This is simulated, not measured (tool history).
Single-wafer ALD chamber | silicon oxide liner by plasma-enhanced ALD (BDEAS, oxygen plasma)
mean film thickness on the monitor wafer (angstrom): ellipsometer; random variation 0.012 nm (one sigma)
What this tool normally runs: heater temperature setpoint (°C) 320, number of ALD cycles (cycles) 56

run	hour	heater temperature setpoint (°C)	number of ALD cycles (cycles)	read-back reference wafer on the same gauge, thickness_nm	mean film thickness on the monitor wafer (angstrom)
1	0	320	56	3.962	46.64
2	24.3	320	56	3.958	46.71
3	87.6	320	51	3.954	42.45
4	139.9	324	56	3.948	46.17
5	181.5	324	56	3.938	45.81
6	230.9	324	56	3.937	46
7	279.9	313	56	3.931	46.94
8	320.3	320	56	3.928	46.12
9	355.6	320	56	3.918	45.89
10	406.1	320	56	3.913	46.02
11	430.2	320	56	3.909	46.06
12	501.9	320	56	3.899	45.98
13	535.7	320	56	3.994	47.31
14	681.2	313	62	3.995	52.64
15	715.3	311	53	3.995	45.09
16	773	312	46	3.993	39.22
17	822.3	320	56	3.989	47.17
18	849.4	309	64	3.991	54.64
19	885.3	311	52	3.985	44.16
20	956	320	67	3.979	56.11
21	986.4	315	66	3.978	55.61
22	1048.3	332	56	3.98	45.9
23	1120.1	332	56	3.971	45.77
24	1188.6	329	62	3.965	51.03
25	1250.4	311	47	3.961	39.57
26	1275.1	314	63	3.961	52.96

Between the runs listed above, the log contained 2 entries, not reproduced here. Where in the sequence does each belong, and how does what the log doesn't record of the tool's condition differ from the listed run before to the listed run after?
From run 10 to run 11: thermocouple changed; heater temperature recalibrated (hour 424)
  gauge reads high (%): -1.93 -> -2.02
  measured minus no-state result, mean film thickness on the monitor wafer (angstrom): -0.9 -> -0.96
From run 12 to run 13: gauge calibrated (hour 531.4)
  gauge reads high (%): -2.31 -> 0.131
  measured minus no-state result, mean film thickness on the monitor wafer (angstrom): -1.09 -> +0.06
